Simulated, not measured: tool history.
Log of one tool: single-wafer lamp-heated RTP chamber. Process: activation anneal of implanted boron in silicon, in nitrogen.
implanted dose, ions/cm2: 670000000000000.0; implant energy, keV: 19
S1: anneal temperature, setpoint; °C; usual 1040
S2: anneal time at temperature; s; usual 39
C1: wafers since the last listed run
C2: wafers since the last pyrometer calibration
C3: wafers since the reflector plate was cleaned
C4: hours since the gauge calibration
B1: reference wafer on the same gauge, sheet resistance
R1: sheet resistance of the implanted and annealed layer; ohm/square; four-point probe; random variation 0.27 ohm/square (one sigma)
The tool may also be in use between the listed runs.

run,hour,S1,S2,C1,C2,C3,C4,B1,R1
1,0,1040,39,0,2087,9410,202.2,146,178.13
2,20,1040,32,212,2299,9622,222.2,146.01,178.97
3,39.3,1056,39,204,2504,9827,241.5,145.96,177.53
# hour 48.9: gauge calibrated
4,63.2,1056,39,253,2758,10080,14.3,146.12,176.45
5,93.4,1056,39,320,3078,10401,44.5,146.02,176.97
6,108.9,1040,39,164,3242,10565,60,146,177.71
7,124.6,1040,39,166,3409,10732,75.7,145.96,178.24
# hour 134.8: pyrometer window cleaned and pyrometer calibrated
8,146.3,1050,49,145,122,10877,97.4,146.02,176.23
9,168.7,1049,55,237,359,11115,119.8,145.96,175.87
# hour 180.7: reflector plate cleaned
10,187,1040,56,109,468,67,138.1,146.05,176.95
11,203.7,1027,54,177,646,244,154.8,146.02,178.14
# hour 226.8: pyrometer window cleaned and pyrometer calibrated, repeated, since the last time left the tool worse
12,236.4,1057,24,262,102,506,187.5,146.08,179
# hour 241.6: gauge calibrated
13,265.4,1069,48,307,409,814,23.8,146.08,176.03
14,289.6,1014,20,256,666,1070,48,146,182.41
15,385.3,1040,39,1015,1681,2086,143.7,145.91,178.45

Measured less the same run without the tool's hidden state. The same run-to-run variation is in both; the gauge's scatter may not be:
The hidden state here: true wafer temperature minus pyrometer reading, K; wafer temperature error from the tarnished reflector plate, K; gauge reads high (%).
run,R1
1,-0.49
2,-0.48
3,-0.45
4,-0.46
5,-0.47
6,-0.55
7,-0.56
8,-0.92
9,-1.06
10,-1.15
11,-1.38
12,-0.04
13,-0.14
14,-0.46
15,-0.4
